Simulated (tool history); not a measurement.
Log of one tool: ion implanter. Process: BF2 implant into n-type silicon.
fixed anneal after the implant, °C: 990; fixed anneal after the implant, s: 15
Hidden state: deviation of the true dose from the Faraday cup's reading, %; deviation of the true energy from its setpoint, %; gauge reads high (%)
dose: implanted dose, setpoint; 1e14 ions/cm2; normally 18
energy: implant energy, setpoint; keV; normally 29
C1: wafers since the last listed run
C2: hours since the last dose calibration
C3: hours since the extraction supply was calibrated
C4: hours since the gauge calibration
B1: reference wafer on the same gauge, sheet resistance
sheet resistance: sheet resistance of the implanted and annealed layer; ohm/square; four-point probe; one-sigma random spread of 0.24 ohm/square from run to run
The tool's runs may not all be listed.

{"run": 1, "hour": 0.0, "dose": 13.77, "energy": 34, "C1": 0, "C2": 1250.3, "C3": 6686, "C4": 22.2, "B1": 174.99, "sheet resistance": 150.08}
{"run": 2, "hour": 11.1, "dose": 18, "energy": 29, "C1": 212, "C2": 1261.4, "C3": 6697.1, "C4": 33.3, "B1": 175.03, "sheet resistance": 157.41}
{"run": 3, "hour": 28.6, "dose": 18, "energy": 29, "C1": 335, "C2": 1278.9, "C3": 6714.6, "C4": 50.8, "B1": 174.99, "sheet resistance": 157.51}
{"run": 4, "hour": 37.4, "dose": 18, "energy": 29, "C1": 168, "C2": 1287.7, "C3": 6723.4, "C4": 59.6, "B1": 175.03, "sheet resistance": 157.59}
{"run": 5, "hour": 53.3, "dose": 20.68, "energy": 24.5, "C1": 304, "C2": 1303.6, "C3": 6739.3, "C4": 75.5, "B1": 175.01, "sheet resistance": 169.79}
{"run": 6, "hour": 64.5, "dose": 20.68, "energy": 24.5, "C1": 214, "C2": 1314.8, "C3": 6750.5, "C4": 86.7, "B1": 175.02, "sheet resistance": 170.15}
{"run": 7, "hour": 84.1, "dose": 20.68, "energy": 24.5, "C1": 375, "C2": 1334.4, "C3": 6770.1, "C4": 106.3, "B1": 175.08, "sheet resistance": 170.21}
{"run": 8, "hour": 99.6, "dose": 18, "energy": 29, "C1": 296, "C2": 1349.9, "C3": 6785.6, "C4": 121.8, "B1": 175.02, "sheet resistance": 157.2}
{"run": 9, "hour": 109.5, "dose": 18, "energy": 29, "C1": 189, "C2": 1359.8, "C3": 6795.5, "C4": 131.7, "B1": 174.99, "sheet resistance": 157.77}
{"run": 10, "hour": 123.4, "dose": 18, "energy": 29, "C1": 266, "C2": 1373.7, "C3": 6809.4, "C4": 145.6, "B1": 175.02, "sheet resistance": 157.66}
{"hour": 146.2, "done": "Faraday cup replaced and dose calibrated"}
{"run": 11, "hour": 146.7, "dose": 18, "energy": 29, "C1": 293, "C2": 0.5, "C3": 6832.7, "C4": 168.9, "B1": 175.08, "sheet resistance": 157.73}
{"run": 12, "hour": 150.9, "dose": 18, "energy": 29, "C1": 80, "C2": 4.7, "C3": 6836.9, "C4": 173.1, "B1": 174.91, "sheet resistance": 157.84}
{"run": 13, "hour": 166.7, "dose": 18, "energy": 29, "C1": 302, "C2": 20.5, "C3": 6852.7, "C4": 188.9, "B1": 175.03, "sheet resistance": 157.92}
{"run": 14, "hour": 174.0, "dose": 14.63, "energy": 29, "C1": 139, "C2": 27.8, "C3": 6860, "C4": 196.2, "B1": 175, "sheet resistance": 162.37}
{"run": 15, "hour": 190.7, "dose": 18, "energy": 29, "C1": 319, "C2": 44.5, "C3": 6876.7, "C4": 212.9, "B1": 174.98, "sheet resistance": 157.88}
{"run": 16, "hour": 200.8, "dose": 18, "energy": 29, "C1": 193, "C2": 54.6, "C3": 6886.8, "C4": 223, "B1": 175.02, "sheet resistance": 157.87}
{"run": 17, "hour": 215.3, "dose": 18, "energy": 29, "C1": 277, "C2": 69.1, "C3": 6901.3, "C4": 237.5, "B1": 174.96, "sheet resistance": 157.85}
{"run": 18, "hour": 229.0, "dose": 22.54, "energy": 25.5, "C1": 262, "C2": 82.8, "C3": 6915, "C4": 251.2, "B1": 174.89, "sheet resistance": 165.24}
{"hour": 234.0, "done": "gauge calibrated"}
{"run": 19, "hour": 266.2, "dose": 21.63, "energy": 22.5, "C1": 712, "C2": 120, "C3": 6952.2, "C4": 32.2, "B1": 174.89, "sheet resistance": 177}
{"hour": 287.3, "done": "extraction supply calibrated"}
{"run": 20, "hour": 287.8, "dose": 12.65, "energy": 24, "C1": 260, "C2": 141.6, "C3": 0.5, "C4": 53.8, "B1": 175.01, "sheet resistance": 184.05}
{"run": 21, "hour": 288.1, "dose": 15.23, "energy": 26.5, "C1": 5, "C2": 141.9, "C3": 0.8, "C4": 54.1, "B1": 174.97, "sheet resistance": 168.97}
{"run": 22, "hour": 294.3, "dose": 18, "energy": 23.5, "C1": 118, "C2": 148.1, "C3": 7, "C4": 60.3, "B1": 174.92, "sheet resistance": 176.66}
{"run": 23, "hour": 302.0, "dose": 18, "energy": 29, "C1": 147, "C2": 155.8, "C3": 14.7, "C4": 68, "B1": 175.07, "sheet resistance": 157.17}
{"run": 24, "hour": 309.9, "dose": 21.32, "energy": 20, "C1": 151, "C2": 163.7, "C3": 22.6, "C4": 75.9, "B1": 174.97, "sheet resistance": 188.87}
{"run": 25, "hour": 319.0, "dose": 18, "energy": 29, "C1": 174, "C2": 172.8, "C3": 31.7, "C4": 85, "B1": 174.99, "sheet resistance": 157.49}
{"run": 26, "hour": 326.5, "dose": 18, "energy": 26, "C1": 143, "C2": 180.3, "C3": 39.2, "C4": 92.5, "B1": 174.94, "sheet resistance": 167.67}
{"run": 27, "hour": 335.5, "dose": 16.06, "energy": 29, "C1": 172, "C2": 189.3, "C3": 48.2, "C4": 101.5, "B1": 174.89, "sheet resistance": 159.77}
{"run": 28, "hour": 347.6, "dose": 22.37, "energy": 32.5, "C1": 231, "C2": 201.4, "C3": 60.3, "C4": 113.6, "B1": 174.98, "sheet resistance": 144.61}
{"run": 29, "hour": 363.2, "dose": 18, "energy": 29, "C1": 298, "C2": 217, "C3": 75.9, "C4": 129.2, "B1": 175.03, "sheet resistance": 157.43}
{"run": 30, "hour": 370.6, "dose": 14.17, "energy": 29, "C1": 141, "C2": 224.4, "C3": 83.3, "C4": 136.6, "B1": 175.01, "sheet resistance": 163.18}
{"run": 31, "hour": 383.0, "dose": 18, "energy": 29, "C1": 237, "C2": 236.8, "C3": 95.7, "C4": 149, "B1": 174.83, "sheet resistance": 157.2}
{"run": 32, "hour": 391.9, "dose": 18, "energy": 29, "C1": 170, "C2": 245.7, "C3": 104.6, "C4": 157.9, "B1": 174.97, "sheet resistance": 157.39}

Across each entry between runs, compare the hidden state at the last listed run before it with the hidden state at the first listed run after it:
Between runs 10 and 11: Faraday cup replaced and dose calibrated (hour 146.2)
  nothing in the hidden state changes from one run to the other
Between runs 18 and 19: gauge calibrated (hour 234)
  nothing in the hidden state changes from one run to the other
Between runs 19 and 20: extraction supply calibrated (hour 287.3)
  nothing in the hidden state changes from one run to the other
